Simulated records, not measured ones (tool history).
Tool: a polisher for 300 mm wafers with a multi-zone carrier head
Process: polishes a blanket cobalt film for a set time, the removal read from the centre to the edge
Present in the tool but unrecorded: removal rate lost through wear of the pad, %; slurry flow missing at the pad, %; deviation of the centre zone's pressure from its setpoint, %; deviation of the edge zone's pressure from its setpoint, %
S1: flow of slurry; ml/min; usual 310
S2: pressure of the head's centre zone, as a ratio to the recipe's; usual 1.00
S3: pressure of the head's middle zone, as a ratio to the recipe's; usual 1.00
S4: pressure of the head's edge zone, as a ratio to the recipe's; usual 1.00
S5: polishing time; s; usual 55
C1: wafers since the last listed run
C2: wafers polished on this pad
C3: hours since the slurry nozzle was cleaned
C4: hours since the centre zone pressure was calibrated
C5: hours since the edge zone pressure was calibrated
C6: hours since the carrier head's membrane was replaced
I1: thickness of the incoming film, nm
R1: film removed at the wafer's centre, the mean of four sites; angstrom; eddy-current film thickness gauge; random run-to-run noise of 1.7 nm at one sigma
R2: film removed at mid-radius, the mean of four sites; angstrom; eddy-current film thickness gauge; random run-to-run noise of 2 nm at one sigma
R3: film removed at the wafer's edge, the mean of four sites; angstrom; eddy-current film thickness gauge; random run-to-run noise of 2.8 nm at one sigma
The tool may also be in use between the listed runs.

Run 1, hour 0.0: usual settings; C1 0; C2 179; C3 682.5; C4 595.5; C5 491.5; C6 1605.2; I1 1469.1. Result: R1 2175 angstrom, R2 2165 angstrom, R3 2060 angstrom.
Run 2, hour 6.6: usual settings; C1 56; C2 236; C3 689.1; C4 602.1; C5 498.1; C6 1611.8; I1 1469.4. Result: R1 2204 angstrom, R2 2164 angstrom, R3 2129 angstrom.
Run 3, hour 13.6: usual settings; C1 60; C2 296; C3 696.1; C4 609.1; C5 505.1; C6 1618.8; I1 1475.6. Result: R1 2129 angstrom, R2 2139 angstrom, R3 2132 angstrom.
Run 4, hour 29.7: usual settings; C1 138; C2 435; C3 712.2; C4 625.2; C5 521.2; C6 1634.9; I1 1444.1. Result: R1 2177 angstrom, R2 2172 angstrom, R3 2092 angstrom.
At hour 44.6: carrier head's membrane replaced by a new one.
At hour 47.8: worn pad replaced by a new one.
Run 5, hour 48.3: usual settings; C1 89; C2 4; C3 730.8; C4 643.8; C5 539.8; C6 3.7; I1 1437.9. Result: R1 2194 angstrom, R2 2192 angstrom, R3 2033 angstrom.
At hour 50.5: edge zone pressure recalibrated.
Run 6, hour 57.5: usual settings; C1 62; C2 66; C3 740.0; C4 653.0; C5 7.0; C6 12.9; I1 1478.6. Result: R1 2202 angstrom, R2 2137 angstrom, R3 2102 angstrom.
Run 7, hour 68.8: usual settings; C1 97; C2 163; C3 751.3; C4 664.3; C5 18.3; C6 24.2; I1 1468.0. Result: R1 2214 angstrom, R2 2143 angstrom, R3 2083 angstrom.
At hour 81.1: slurry nozzle cleaned.
Run 8, hour 84.3: usual settings; C1 124; C2 288; C3 3.2; C4 679.8; C5 33.8; C6 39.7; I1 1453.1. Result: R1 2196 angstrom, R2 2149 angstrom, R3 2124 angstrom.
Run 9, hour 92.7: usual settings but S5 67 s; C1 72; C2 360; C3 11.6; C4 688.2; C5 42.2; C6 48.1; I1 1437.0. Result: R1 2709 angstrom, R2 2604 angstrom, R3 2533 angstrom.
At hour 102.0: centre zone pressure recalibrated.
Run 10, hour 102.8: usual settings; C1 69; C2 430; C3 21.7; C4 0.8; C5 52.3; C6 58.2; I1 1449.0. Result: R1 2094 angstrom, R2 2145 angstrom, R3 2112 angstrom.
Run 11, hour 112.2: usual settings; C1 80; C2 511; C3 31.1; C4 10.2; C5 61.7; C6 67.6; I1 1480.6. Result: R1 2072 angstrom, R2 2181 angstrom, R3 2126 angstrom.
At hour 117.5: worn pad replaced by a new one.
Run 12, hour 126.0: usual settings but S1 405 ml/min, S4 1.09; C1 84; C2 73; C3 44.9; C4 24.0; C5 75.5; C6 81.4; I1 1456.0. Result: R1 2170 angstrom, R2 2215 angstrom, R3 2172 angstrom.
Run 13, hour 133.3: usual settings but S2 1.03, S4 1.11, S5 65 s; C1 62; C2 136; C3 52.2; C4 31.3; C5 82.8; C6 88.7; I1 1440.9. Result: R1 2565 angstrom, R2 2527 angstrom, R3 2576 angstrom.
Run 14, hour 140.8: usual settings but S3 0.95; C1 64; C2 200; C3 59.7; C4 38.8; C5 90.3; C6 96.2; I1 1458.1. Result: R1 2106 angstrom, R2 2083 angstrom, R3 2136 angstrom.
Run 15, hour 148.1: usual settings; C1 62; C2 263; C3 67.0; C4 46.1; C5 97.6; C6 103.5; I1 1461.1. Result: R1 2082 angstrom, R2 2191 angstrom, R3 2150 angstrom.
Run 16, hour 179.3: usual settings but S1 250 ml/min; C1 268; C2 532; C3 98.2; C4 77.3; C5 128.8; C6 134.7; I1 1467.8. Result: R1 2023 angstrom, R2 2109 angstrom, R3 2047 angstrom.
Run 17, hour 191.6: usual settings but S4 0.94; C1 105; C2 638; C3 110.5; C4 89.6; C5 141.1; C6 147.0; I1 1469.1. Result: R1 2099 angstrom, R2 2147 angstrom, R3 2041 angstrom.
At hour 201.1: worn pad replaced by a new one.
Run 18, hour 219.9: usual settings but S2 0.95, S4 0.90, S5 40 s; C1 209; C2 162; C3 138.8; C4 117.9; C5 169.4; C6 175.3; I1 1470.9. Result: R1 1432 angstrom, R2 1556 angstrom, R3 1437 angstrom.
Run 19, hour 233.5: usual settings but S5 38 s; C1 117; C2 279; C3 152.4; C4 131.5; C5 183.0; C6 188.9; I1 1446.1. Result: R1 1460 angstrom, R2 1477 angstrom, R3 1424 angstrom.
Run 20, hour 246.6: usual settings but S1 270 ml/min, S2 0.91, S3 1.08, S5 65 s; C1 112; C2 392; C3 165.5; C4 144.6; C5 196.1; C6 202.0; I1 1477.3. Result: R1 2201 angstrom, R2 2714 angstrom, R3 2398 angstrom.
Run 21, hour 261.5: usual settings but S1 365 ml/min, S2 1.04, S3 1.10, S4 1.07; C1 128; C2 520; C3 180.4; C4 159.5; C5 211.0; C6 216.9; I1 1467.6. Result: R1 2245 angstrom, R2 2377 angstrom, R3 2185 angstrom.
At hour 277.2: worn pad replaced by a new one.
Run 22, hour 277.7: usual settings but S1 365 ml/min, S2 0.91, S4 0.96, S5 65 s; C1 105; C2 3; C3 196.6; C4 175.7; C5 227.2; C6 233.1; I1 1449.5. Result: R1 2275 angstrom, R2 2572 angstrom, R3 2451 angstrom.
Run 23, hour 289.9: usual settings; C1 105; C2 109; C3 208.8; C4 187.9; C5 239.4; C6 245.3; I1 1462.4. Result: R1 2128 angstrom, R2 2139 angstrom, R3 2124 angstrom.

3 ways to go on from here, each from the tool as it stands after run 23. What would each give?
Run A, hour 290.3: usual settings but S5 39 s; C1 3; C2 112; C3 209.2; C4 188.3; C5 239.8; C6 245.7; I1 1468.2. Result: R1 ?, R2 ?, R3 ?.
Run B, hour 290.3: usual settings but S2 1.07; C1 3; C2 112; C3 209.2; C4 188.3; C5 239.8; C6 245.7; I1 1468.2. Result: R1 ?, R2 ?, R3 ?.
Run C, hour 290.3: usual settings but S1 215 ml/min, S3 1.08, S5 36 s; C1 3; C2 112; C3 209.2; C4 188.3; C5 239.8; C6 245.7; I1 1468.2. Result: R1 ?, R2 ?, R3 ?.

run    R1    R2    R3
  A  1511  1514  1473
  B  2281  2134  2078
  C  1324  1423  1311
Take away the tool's hidden state, keep each run's random variation, and the runs would have read:
run    R1    R2    R3
  A  1481  1514  1473
  B  2236  2134  2078
  C  1298  1423  1311

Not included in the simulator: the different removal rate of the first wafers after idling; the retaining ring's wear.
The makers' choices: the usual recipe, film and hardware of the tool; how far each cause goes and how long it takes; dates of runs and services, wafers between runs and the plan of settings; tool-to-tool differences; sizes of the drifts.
